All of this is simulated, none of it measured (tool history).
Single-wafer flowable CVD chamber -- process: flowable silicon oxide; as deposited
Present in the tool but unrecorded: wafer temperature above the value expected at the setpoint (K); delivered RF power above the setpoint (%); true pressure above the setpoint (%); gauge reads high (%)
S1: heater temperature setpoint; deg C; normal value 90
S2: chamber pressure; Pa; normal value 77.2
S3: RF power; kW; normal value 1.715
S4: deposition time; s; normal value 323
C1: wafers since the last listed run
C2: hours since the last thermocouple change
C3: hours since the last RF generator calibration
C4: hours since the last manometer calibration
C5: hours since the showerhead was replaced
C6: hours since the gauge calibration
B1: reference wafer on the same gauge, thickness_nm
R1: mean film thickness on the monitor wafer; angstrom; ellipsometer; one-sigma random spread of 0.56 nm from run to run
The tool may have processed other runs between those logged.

Run 1, hour 0: usual settings; C1 0; C2 1098.7; C3 613.5; C4 238; C5 2854; C6 585.1; B1 153.99. Result: R1 1617.17 angstrom.
Run 2, hour 26.6: usual settings but S2 85.5 Pa; C1 96; C2 1125.3; C3 640.1; C4 264.6; C5 2880.6; C6 611.7; B1 153.944. Result: R1 1781.03 angstrom.
Run 3, hour 93.8: usual settings but S4 367 s; C1 243; C2 1192.5; C3 707.3; C4 331.8; C5 2947.8; C6 678.9; B1 154.023. Result: R1 1834.15 angstrom.
Run 4, hour 127.9: usual settings but S4 367 s; C1 123; C2 1226.6; C3 741.4; C4 365.9; C5 2981.9; C6 713; B1 153.952. Result: R1 1844.47 angstrom.
Run 5, hour 178.7: usual settings but S4 367 s; C1 184; C2 1277.4; C3 792.2; C4 416.7; C5 3032.7; C6 763.8; B1 153.88. Result: R1 1849.48 angstrom.
Run 6, hour 204.1: usual settings but S1 99 deg C, S3 1.47 kW; C1 92; C2 1302.8; C3 817.6; C4 442.1; C5 3058.1; C6 789.2; B1 153.922. Result: R1 1224.04 angstrom.
Run 7, hour 267.9: usual settings but S1 80 deg C, S2 89.2 Pa, S3 1.975 kW, S4 288 s; C1 231; C2 1366.6; C3 881.4; C4 505.9; C5 3121.9; C6 853; B1 154.008. Result: R1 2217.82 angstrom.
Run 8, hour 321.9: usual settings but S1 94 deg C; C1 195; C2 1420.6; C3 935.4; C4 559.9; C5 3175.9; C6 907; B1 153.878. Result: R1 1456.28 angstrom.
Run 9, hour 381: usual settings but S1 104 deg C, S2 70 Pa, S3 1.485 kW, S4 383 s; C1 214; C2 1479.7; C3 994.5; C4 619; C5 3235; C6 966.1; B1 154.179. Result: R1 1147.21 angstrom.
Run 10, hour 452.2: usual settings but S1 79 deg C, S2 61.3 Pa, S3 1.51 kW, S4 378 s; C1 258; C2 1550.9; C3 1065.7; C4 690.2; C5 3306.2; C6 1037.3; B1 153.937. Result: R1 2085.21 angstrom.
Run 11, hour 487.9: usual settings but S4 377 s; C1 129; C2 1586.6; C3 1101.4; C4 725.9; C5 3341.9; C6 1073; B1 153.908. Result: R1 1931.56 angstrom.
Run 12, hour 531.5: usual settings but S1 103 deg C; C1 158; C2 1630.2; C3 1145; C4 769.5; C5 3385.5; C6 1116.6; B1 153.916. Result: R1 1123.25 angstrom.
Run 13, hour 564.2: usual settings; C1 118; C2 1662.9; C3 1177.7; C4 802.2; C5 3418.2; C6 1149.3; B1 153.953. Result: R1 1652.54 angstrom.
Run 14, hour 613.8: usual settings but S2 87.9 Pa, S3 1.42 kW; C1 179; C2 1712.5; C3 1227.3; C4 851.8; C5 3467.8; C6 1198.9; B1 153.99. Result: R1 1776.47 angstrom.
Run 15, hour 644: usual settings; C1 109; C2 1742.7; C3 1257.5; C4 882; C5 3498; C6 1229.1; B1 154.075. Result: R1 1655.59 angstrom.
At hour 669.8: showerhead replaced.
Run 16, hour 779.6: usual settings but S1 78 deg C, S3 1.555 kW; C1 463; C2 1878.3; C3 1393.1; C4 1017.6; C5 109.8; C6 1364.7; B1 154.054. Result: R1 2217.09 angstrom.
At hour 912.9: gauge calibrated.
Run 17, hour 917.3: usual settings but S2 58.9 Pa, S3 1.82 kW, S4 261 s; C1 499; C2 2016; C3 1530.8; C4 1155.3; C5 247.5; C6 4.4; B1 154.065. Result: R1 1092.07 angstrom.
At hour 999.7: thermocouple changed; heater temperature recalibrated.
At hour 1079.1: RF generator calibrated.
Run 18, hour 1079.6: usual settings; C1 530; C2 79.9; C3 0.5; C4 1317.6; C5 409.8; C6 166.7; B1 154.101. Result: R1 1624.71 angstrom.
At hour 1097.5: capacitance manometer re-zeroed and calibrated.
Run 19, hour 1131.8: usual settings but S4 297 s; C1 160; C2 132.1; C3 52.7; C4 34.3; C5 462; C6 218.9; B1 154.023. Result: R1 1444.63 angstrom.
Run 20, hour 1189: usual settings but S3 1.43 kW; C1 207; C2 189.3; C3 109.9; C4 91.5; C5 519.2; C6 276.1; B1 154.072. Result: R1 1516.63 angstrom.
Run 21, hour 1225.2: usual settings; C1 131; C2 225.5; C3 146.1; C4 127.7; C5 555.4; C6 312.3; B1 153.886. Result: R1 1576.66 angstrom.
Run 22, hour 1296.1: usual settings but S1 100 deg C, S2 95.6 Pa; C1 257; C2 296.4; C3 217; C4 198.6; C5 626.3; C6 383.2; B1 154.022. Result: R1 1426.58 angstrom.
Run 23, hour 1349.2: usual settings but S2 67.6 Pa; C1 192; C2 349.5; C3 270.1; C4 251.7; C5 679.4; C6 436.3; B1 154.013. Result: R1 1422.8 angstrom.
Run 24, hour 1393.3: usual settings but S1 100 deg C, S2 93.3 Pa; C1 160; C2 393.6; C3 314.2; C4 295.8; C5 723.5; C6 480.4; B1 154.02. Result: R1 1410.79 angstrom.
Run 25, hour 1444.5: usual settings but S3 1.63 kW; C1 185; C2 444.8; C3 365.4; C4 347; C5 774.7; C6 531.6; B1 153.915. Result: R1 1590.78 angstrom.
Run 26, hour 1514.7: usual settings but S1 95 deg C, S2 67.9 Pa, S3 1.455 kW, S4 273 s; C1 254; C2 515; C3 435.6; C4 417.2; C5 844.9; C6 601.8; B1 154.073. Result: R1 1023.69 angstrom.
Run 27, hour 1568.1: usual settings but S1 79 deg C, S2 93.9 Pa, S3 1.55 kW, S4 355 s; C1 193; C2 568.4; C3 489; C4 470.6; C5 898.3; C6 655.2; B1 153.932. Result: R1 2765.47 angstrom.
Run 28, hour 1615.7: usual settings but S1 79 deg C, S2 92.4 Pa; C1 172; C2 616; C3 536.6; C4 518.2; C5 945.9; C6 702.8; B1 153.865. Result: R1 2544.15 angstrom.
Run 29, hour 1675.4: usual settings; C1 216; C2 675.7; C3 596.3; C4 577.9; C5 1005.6; C6 762.5; B1 154.043. Result: R1 1638.01 angstrom.

Predict each of these 3 candidate next runs independently; none follows another, all start after run 29:
Run A, hour 1675.9: usual settings; C1 1; C2 676.2; C3 596.8; C4 578.4; C5 1006.1; C6 763; B1 ?. Result: R1 ?.
Run B, hour 1675.9: usual settings but S1 104 deg C; C1 1; C2 676.2; C3 596.8; C4 578.4; C5 1006.1; C6 763; B1 ?. Result: R1 ?.
Run C, hour 1675.9: usual settings but S1 75 deg C, S2 65.6 Pa, S3 1.96 kW, S4 385 s; C1 1; C2 676.2; C3 596.8; C4 578.4; C5 1006.1; C6 763; B1 ?. Result: R1 ?.

run      B1       R1
  A  154.04  1632.28
  B  154.04  1079.47
  C  154.04  2564.73
With the hidden condition removed and each run's random variation left untouched, the same runs would have given:
run       R1
  A  1553.32
  B  1024.69
  C  2444.84
